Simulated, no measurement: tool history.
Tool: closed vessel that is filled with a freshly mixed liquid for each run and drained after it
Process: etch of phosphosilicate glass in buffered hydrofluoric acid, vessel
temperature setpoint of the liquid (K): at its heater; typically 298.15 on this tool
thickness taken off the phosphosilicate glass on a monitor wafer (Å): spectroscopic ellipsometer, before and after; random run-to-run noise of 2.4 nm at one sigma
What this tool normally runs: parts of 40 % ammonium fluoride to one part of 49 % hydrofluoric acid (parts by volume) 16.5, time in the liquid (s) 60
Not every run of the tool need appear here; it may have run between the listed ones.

run   hour  temperature setpoint of the liquid (K)  parts of 40 % ammonium fluoride to one part of 49 % hydrofluoric acid (parts by volume)  time in the liquid (s)  read-back film thickness of the phosphosilicate glass reference wafer, read on the same gauge (nm)  thickness taken off the phosphosilicate glass on a monitor wafer (Å)
  1    0.0                                  298.15                                                                                     16.5                      35                                                                                               90.00                                                                1772.8
  2   17.3                                  298.15                                                                                     16.5                      60                                                                                               90.01                                                                3031.6
  3   29.5                                  298.15                                                                                     16.5                      60                                                                                               90.00                                                                3070.5
  4   37.7                                  298.15                                                                                     16.5                      60                                                                                               89.99                                                                3098.8
  5   47.2                                  298.15                                                                                     19.0                      60                                                                                               90.01                                                                2636.7
      59.3  -- gauge calibrated
  6   62.0                                  295.65                                                                                     16.5                      40                                                                                               90.00                                                                1762.8
  7   70.3                                  295.65                                                                                     16.5                      40                                                                                               90.01                                                                1761.0
      74.8  -- thermometer replaced
  8   79.9                                  298.15                                                                                     16.5                      60                                                                                               89.99                                                                3019.2
  9   86.8                                  298.15                                                                                     16.5                      95                                                                                               90.00                                                                4812.7
 10   95.3                                  296.65                                                                                     16.5                      95                                                                                               89.98                                                                4505.4
      96.4  -- hydrofluoric acid flow meter replaced
 11  101.6                                  298.15                                                                                     16.5                      60                                                                                               90.00                                                                3049.0
 12  112.7                                  298.15                                                                                     16.5                      60                                                                                               90.01                                                                3054.0
 13  128.6                                  298.15                                                                                     21.5                      45                                                                                               90.00                                                                1796.2
 14  146.3                                  294.15                                                                                     16.5                      60                                                                                               89.99                                                                2441.7
 15  152.9                                  298.15                                                                                     16.5                      85                                                                                               90.00                                                                4327.7
 16  160.5                                  300.15                                                                                     16.5                      60                                                                                               89.99                                                                3395.8
 17  169.8                                  300.15                                                                                     22.5                      90                                                                                               89.99                                                                3960.6

4 ways to go on from here, each from the tool as it stands after run 17. What would each give?
  A  170.5                                  298.15                                                                                     16.5                      60                                                                                                   ?                                                                     ?
  B  170.5                                  293.65                                                                                     10.0                      60                                                                                                   ?                                                                     ?
  C  170.5                                  301.15                                                                                     22.5                      45                                                                                                   ?                                                                     ?
  D  170.5                                  298.15                                                                                     12.0                      30                                                                                                   ?                                                                     ?

run  read-back film thickness of the phosphosilicate glass reference wafer, read on the same gauge (nm)  thickness taken off the phosphosilicate glass on a monitor wafer (Å)
  A                                                                                               90.00                                                                3067.1
  B                                                                                               90.00                                                                3909.4
  C                                                                                               90.00                                                                2063.8
  D                                                                                               90.00                                                                2095.8
With the hidden condition removed and each run's random variation left untouched, the same runs would have given:
run  thickness taken off the phosphosilicate glass on a monitor wafer (Å)
  A                                                                3067.1
  B                                                                3909.4
  C                                                                2063.8
  D                                                                2095.8
